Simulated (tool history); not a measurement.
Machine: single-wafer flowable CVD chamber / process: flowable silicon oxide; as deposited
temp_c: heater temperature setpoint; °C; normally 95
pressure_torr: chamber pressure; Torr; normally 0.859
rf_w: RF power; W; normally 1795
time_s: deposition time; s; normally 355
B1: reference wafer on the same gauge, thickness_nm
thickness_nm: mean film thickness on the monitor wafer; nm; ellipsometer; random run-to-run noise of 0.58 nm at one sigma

{"run": 1, "day": 0.0, "temp_c": 98, "pressure_torr": 0.859, "rf_w": 1795, "time_s": 355, "B1": 295.955, "thickness_nm": 238.571}
{"run": 2, "day": 1.108, "temp_c": 98, "pressure_torr": 0.859, "rf_w": 1795, "time_s": 355, "B1": 295.528, "thickness_nm": 239.551}
{"run": 3, "day": 2.138, "temp_c": 98, "pressure_torr": 0.859, "rf_w": 1795, "time_s": 355, "B1": 295.324, "thickness_nm": 238.81}
{"run": 4, "day": 2.762, "temp_c": 95, "pressure_torr": 0.859, "rf_w": 1795, "time_s": 355, "B1": 295.175, "thickness_nm": 268.141}
{"day": 3.75, "done": "gauge calibrated"}
{"run": 5, "day": 3.812, "temp_c": 95, "pressure_torr": 0.859, "rf_w": 1795, "time_s": 355, "B1": 298.033, "thickness_nm": 269.579}
{"run": 6, "day": 5.308, "temp_c": 95, "pressure_torr": 0.859, "rf_w": 1795, "time_s": 410, "B1": 297.658, "thickness_nm": 311.613}
{"run": 7, "day": 6.275, "temp_c": 95, "pressure_torr": 0.859, "rf_w": 1795, "time_s": 355, "B1": 297.516, "thickness_nm": 268.291}
{"run": 8, "day": 6.912, "temp_c": 95, "pressure_torr": 0.859, "rf_w": 1795, "time_s": 355, "B1": 297.231, "thickness_nm": 268.532}
{"day": 7.867, "done": "capacitance manometer re-zeroed and calibrated"}
{"day": 8.038, "done": "thermocouple changed; heater temperature recalibrated"}
{"run": 9, "day": 8.058, "temp_c": 86, "pressure_torr": 0.859, "rf_w": 1985, "time_s": 321, "B1": 296.943, "thickness_nm": 344.013}

Estimate the outcome of run 10 from the log above:
{"day": 8.433, "done": "showerhead replaced"}
{"day": 12.204, "done": "RF generator calibrated"}
{"run": 10, "day": 12.225, "temp_c": 104, "pressure_torr": 0.859, "rf_w": 1795, "time_s": 401, "B1": "?", "thickness_nm": "?"}

Run 10 came out at B1 295.634, thickness_nm 214.225 nm.
If the tool had no hidden condition, the same run with the same run-to-run variation would have returned thickness_nm 215.887 nm.

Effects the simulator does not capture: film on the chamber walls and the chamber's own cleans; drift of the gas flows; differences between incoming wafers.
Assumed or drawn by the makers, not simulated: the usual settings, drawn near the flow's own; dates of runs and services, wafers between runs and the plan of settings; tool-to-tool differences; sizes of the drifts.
